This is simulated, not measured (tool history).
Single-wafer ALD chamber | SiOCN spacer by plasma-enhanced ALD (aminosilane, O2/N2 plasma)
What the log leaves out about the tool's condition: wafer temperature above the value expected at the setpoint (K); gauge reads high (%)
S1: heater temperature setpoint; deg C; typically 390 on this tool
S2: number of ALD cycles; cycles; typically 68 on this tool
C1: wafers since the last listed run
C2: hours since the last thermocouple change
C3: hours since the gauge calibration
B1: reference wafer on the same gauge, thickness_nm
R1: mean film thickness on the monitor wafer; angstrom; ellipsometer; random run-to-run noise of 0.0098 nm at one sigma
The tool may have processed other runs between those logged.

run 1 day=0.000 | S1=390 S2=68 | C1=0 C2=82.4 C3=1571.3 | B1=3.448 | R1=38.92
run 2 day=2.550 | S1=390 S2=68 | C1=235 C2=143.6 C3=1632.5 | B1=3.450 | R1=39.01
run 3 day=4.304 | S1=390 S2=68 | C1=162 C2=185.7 C3=1674.6 | B1=3.451 | R1=38.97
run 4 day=8.379 | S1=390 S2=68 | C1=376 C2=283.5 C3=1772.4 | B1=3.450 | R1=39.11
run 5 day=11.817 | S1=390 S2=68 | C1=317 C2=366.0 C3=1854.9 | B1=3.451 | R1=39.11
run 6 day=15.742 | S1=390 S2=68 | C1=362 C2=460.2 C3=1949.1 | B1=3.448 | R1=38.94
run 7 day=19.308 | S1=390 S2=68 | C1=329 C2=545.8 C3=2034.7 | B1=3.452 | R1=39.13
run 8 day=21.600 | S1=390 S2=68 | C1=211 C2=600.8 C3=2089.7 | B1=3.449 | R1=39.02
run 9 day=23.754 | S1=390 S2=68 | C1=199 C2=652.5 C3=2141.4 | B1=3.448 | R1=39.03
run 10 day=27.833 | S1=384 S2=68 | C1=377 C2=750.4 C3=2239.3 | B1=3.453 | R1=39.08
run 11 day=29.771 | S1=390 S2=68 | C1=179 C2=796.9 C3=2285.8 | B1=3.452 | R1=39.16
run 12 day=32.188 | S1=390 S2=68 | C1=223 C2=854.9 C3=2343.8 | B1=3.449 | R1=39.04
run 13 day=35.738 | S1=382 S2=68 | C1=328 C2=940.1 C3=2429.0 | B1=3.450 | R1=39.20
run 14 day=39.012 | S1=382 S2=68 | C1=302 C2=1018.7 C3=2507.6 | B1=3.449 | R1=39.25
-- day=39.525 gauge calibrated
run 15 day=41.992 | S1=402 S2=64 | C1=275 C2=1090.2 C3=59.2 | B1=3.450 | R1=36.70
run 16 day=44.829 | S1=390 S2=68 | C1=262 C2=1158.3 C3=127.3 | B1=3.448 | R1=39.00
run 17 day=47.638 | S1=394 S2=68 | C1=259 C2=1225.7 C3=194.7 | B1=3.450 | R1=38.93
run 18 day=50.825 | S1=381 S2=57 | C1=294 C2=1302.2 C3=271.2 | B1=3.451 | R1=32.73
run 19 day=54.550 | S1=390 S2=68 | C1=344 C2=1391.6 C3=360.6 | B1=3.451 | R1=38.99
run 20 day=57.829 | S1=390 S2=62 | C1=303 C2=1470.3 C3=439.3 | B1=3.451 | R1=35.63
run 21 day=60.767 | S1=390 S2=68 | C1=271 C2=1540.8 C3=509.8 | B1=3.451 | R1=38.99
run 22 day=64.704 | S1=390 S2=78 | C1=364 C2=1635.3 C3=604.3 | B1=3.450 | R1=44.95
run 23 day=66.346 | S1=376 S2=58 | C1=151 C2=1674.7 C3=643.7 | B1=3.450 | R1=33.29
run 24 day=69.742 | S1=390 S2=58 | C1=313 C2=1756.2 C3=725.2 | B1=3.449 | R1=33.30
run 25 day=73.967 | S1=385 S2=72 | C1=390 C2=1857.6 C3=826.6 | B1=3.452 | R1=41.22
run 26 day=76.929 | S1=390 S2=77 | C1=273 C2=1928.7 C3=897.7 | B1=3.450 | R1=44.22
run 27 day=80.142 | S1=390 S2=68 | C1=296 C2=2005.8 C3=974.8 | B1=3.449 | R1=38.87
-- day=81.088 thermocouple changed; heater temperature recalibrated
run 28 day=84.550 | S1=395 S2=77 | C1=376 C2=83.1 C3=1080.6 | B1=3.452 | R1=44.13
run 29 day=88.338 | S1=379 S2=55 | C1=350 C2=174.0 C3=1171.5 | B1=3.450 | R1=31.55
run 30 day=100.146 | S1=394 S2=78 | C1=1091 C2=457.4 C3=1454.9 | B1=3.448 | R1=44.88

For run 31, what comes out?
run 31 day=104.342 | S1=404 S2=74 | C1=387 C2=558.1 C3=1555.6 | B1=? | R1=?

{"run 31": {"B1": 3.449, "R1": 42.23}}
With no hidden state in the tool, this same run would have given R1 42.23 angstrom.

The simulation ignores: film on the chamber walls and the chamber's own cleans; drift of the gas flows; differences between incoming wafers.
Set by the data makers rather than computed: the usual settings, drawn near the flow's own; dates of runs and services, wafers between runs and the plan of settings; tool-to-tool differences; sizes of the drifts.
